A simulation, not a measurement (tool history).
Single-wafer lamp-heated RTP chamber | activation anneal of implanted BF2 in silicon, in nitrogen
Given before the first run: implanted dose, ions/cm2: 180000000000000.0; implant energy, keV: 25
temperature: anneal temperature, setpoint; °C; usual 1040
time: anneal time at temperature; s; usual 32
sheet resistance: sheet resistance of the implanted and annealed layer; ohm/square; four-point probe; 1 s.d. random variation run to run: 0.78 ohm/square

run,day,temperature,time,wafers since the last listed run,wafers since the last pyrometer calibration,wafers since the reflector plate was cleaned,hours since the gauge calibration,"read-back reference wafer on the same gauge, sheet resistance",sheet resistance
1,0.000,1040,32,0,1987,11994,79.5,418.90,517.03
# day 0.362: pyrometer window cleaned and pyrometer calibrated
2,0.429,1040,32,36,25,12031,89.8,418.80,520.50
3,0.788,1040,32,135,160,12166,98.4,419.03,520.74
4,1.308,1040,32,197,357,12363,110.9,419.10,520.13
5,1.992,1040,32,258,616,12622,127.3,418.78,520.60
6,2.475,1032,24,182,799,12804,138.9,419.04,523.76
7,3.188,1032,24,269,1068,13074,156.0,419.01,525.53
8,3.725,1032,24,203,1272,13277,168.9,419.11,524.91
# day 4.188: reflector plate cleaned
9,4.458,1017,32,151,1423,102,186.5,418.94,522.62
# day 4.492: gauge calibrated
10,5.150,1017,32,261,1684,364,15.8,419.24,524.25
11,5.442,1040,19,110,1795,474,22.8,419.06,524.65
# day 6.029: pyrometer window cleaned and pyrometer calibrated
12,6.050,1050,44,104,7,578,37.4,419.05,512.08
13,6.712,1040,32,250,258,829,53.3,419.04,520.26
14,8.612,1031,48,718,977,1548,98.9,419.01,515.16
15,9.008,1058,44,149,1126,1698,108.4,418.99,509.62
16,9.350,1040,32,129,1256,1827,116.6,418.96,517.76

Run 17, settings as shown, results not yet in. Your forecast:
17,10.600,1026,39,472,1729,2300,146.6,?,?

{"run 17": {"read-back reference wafer on the same gauge, sheet resistance": 419.35, "sheet resistance": 519.96}}
On a tool with no hidden condition, and with the same random variation, this run would have come out at sheet resistance 521.67 ohm/square.

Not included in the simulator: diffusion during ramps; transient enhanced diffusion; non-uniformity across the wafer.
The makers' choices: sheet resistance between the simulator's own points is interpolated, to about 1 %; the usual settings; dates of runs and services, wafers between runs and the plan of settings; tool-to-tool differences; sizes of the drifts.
